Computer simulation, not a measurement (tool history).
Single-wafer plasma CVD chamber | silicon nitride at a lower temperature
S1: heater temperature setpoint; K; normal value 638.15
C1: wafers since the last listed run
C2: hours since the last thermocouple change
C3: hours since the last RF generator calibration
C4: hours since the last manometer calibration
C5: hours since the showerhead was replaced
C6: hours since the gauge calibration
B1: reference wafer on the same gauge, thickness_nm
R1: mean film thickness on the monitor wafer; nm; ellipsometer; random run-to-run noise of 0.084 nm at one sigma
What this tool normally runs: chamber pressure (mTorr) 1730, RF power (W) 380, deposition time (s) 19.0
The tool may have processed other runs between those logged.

{"run": 1, "day": 0.0, "S1": 638.15, "chamber pressure (mTorr)": 1730, "RF power (W)": 380, "deposition time (s)": 21.0, "C1": 0, "C2": 1131.9, "C3": 1306.8, "C4": 2379.8, "C5": 3309.9, "C6": 334.1, "B1": 30.301, "R1": 29.181}
{"run": 2, "day": 1.312, "S1": 638.15, "chamber pressure (mTorr)": 1730, "RF power (W)": 380, "deposition time (s)": 21.0, "C1": 1007, "C2": 1163.4, "C3": 1338.3, "C4": 2411.3, "C5": 3341.4, "C6": 365.6, "B1": 30.313, "R1": 29.285}
{"day": 1.988, "done": "gauge calibrated"}
{"run": 3, "day": 2.592, "S1": 638.15, "chamber pressure (mTorr)": 1730, "RF power (W)": 380, "deposition time (s)": 21.0, "C1": 982, "C2": 1194.1, "C3": 1369.0, "C4": 2442.0, "C5": 3372.1, "C6": 14.5, "B1": 30.298, "R1": 29.166}
{"run": 4, "day": 3.238, "S1": 638.15, "chamber pressure (mTorr)": 1730, "RF power (W)": 330, "deposition time (s)": 17.4, "C1": 495, "C2": 1209.6, "C3": 1384.5, "C4": 2457.5, "C5": 3387.6, "C6": 30.0, "B1": 30.3, "R1": 22.771}
{"run": 5, "day": 3.825, "S1": 638.15, "chamber pressure (mTorr)": 1730, "RF power (W)": 380, "deposition time (s)": 19.0, "C1": 451, "C2": 1223.7, "C3": 1398.6, "C4": 2471.6, "C5": 3401.7, "C6": 44.1, "B1": 30.293, "R1": 26.34}
{"run": 6, "day": 4.4, "S1": 638.15, "chamber pressure (mTorr)": 1730, "RF power (W)": 380, "deposition time (s)": 19.0, "C1": 441, "C2": 1237.5, "C3": 1412.4, "C4": 2485.4, "C5": 3415.5, "C6": 57.9, "B1": 30.297, "R1": 26.587}
{"run": 7, "day": 5.625, "S1": 642.15, "chamber pressure (mTorr)": 1730, "RF power (W)": 380, "deposition time (s)": 18.1, "C1": 940, "C2": 1266.9, "C3": 1441.8, "C4": 2514.8, "C5": 3444.9, "C6": 87.3, "B1": 30.313, "R1": 25.122}
{"run": 8, "day": 6.288, "S1": 642.15, "chamber pressure (mTorr)": 1730, "RF power (W)": 380, "deposition time (s)": 18.1, "C1": 508, "C2": 1282.8, "C3": 1457.7, "C4": 2530.7, "C5": 3460.8, "C6": 103.2, "B1": 30.304, "R1": 25.156}
{"run": 9, "day": 7.783, "S1": 642.15, "chamber pressure (mTorr)": 1730, "RF power (W)": 380, "deposition time (s)": 18.1, "C1": 1148, "C2": 1318.7, "C3": 1493.6, "C4": 2566.6, "C5": 3496.7, "C6": 139.1, "B1": 30.312, "R1": 25.072}
{"day": 9.088, "done": "RF generator calibrated"}
{"run": 10, "day": 9.804, "S1": 638.15, "chamber pressure (mTorr)": 1730, "RF power (W)": 380, "deposition time (s)": 19.0, "C1": 1295, "C2": 1367.2, "C3": 17.2, "C4": 2615.1, "C5": 3545.2, "C6": 187.6, "B1": 30.299, "R1": 25.721}
{"run": 11, "day": 10.488, "S1": 638.15, "chamber pressure (mTorr)": 1730, "RF power (W)": 380, "deposition time (s)": 19.0, "C1": 524, "C2": 1383.6, "C3": 33.6, "C4": 2631.5, "C5": 3561.6, "C6": 204.0, "B1": 30.307, "R1": 25.615}
{"run": 12, "day": 11.317, "S1": 638.15, "chamber pressure (mTorr)": 1730, "RF power (W)": 380, "deposition time (s)": 19.0, "C1": 636, "C2": 1403.5, "C3": 53.5, "C4": 2651.4, "C5": 3581.5, "C6": 223.9, "B1": 30.296, "R1": 25.805}
{"run": 13, "day": 11.942, "S1": 638.15, "chamber pressure (mTorr)": 1730, "RF power (W)": 380, "deposition time (s)": 19.0, "C1": 479, "C2": 1418.5, "C3": 68.5, "C4": 2666.4, "C5": 3596.5, "C6": 238.9, "B1": 30.284, "R1": 25.909}

Forecast run 14:
{"day": 13.042, "done": "RF generator calibrated, repeated, since the last time left the tool worse"}
{"run": 14, "day": 13.062, "S1": 645.15, "chamber pressure (mTorr)": 1730, "RF power (W)": 380, "deposition time (s)": 19.0, "C1": 604, "C2": 1445.4, "C3": 0.5, "C4": 2693.3, "C5": 3623.4, "C6": 265.8, "B1": "?", "R1": "?"}

B1: 30.327
R1: 27.066 nm
With the hidden condition absent and the run-to-run variation left alone, this run would have shown R1 27.084 nm.
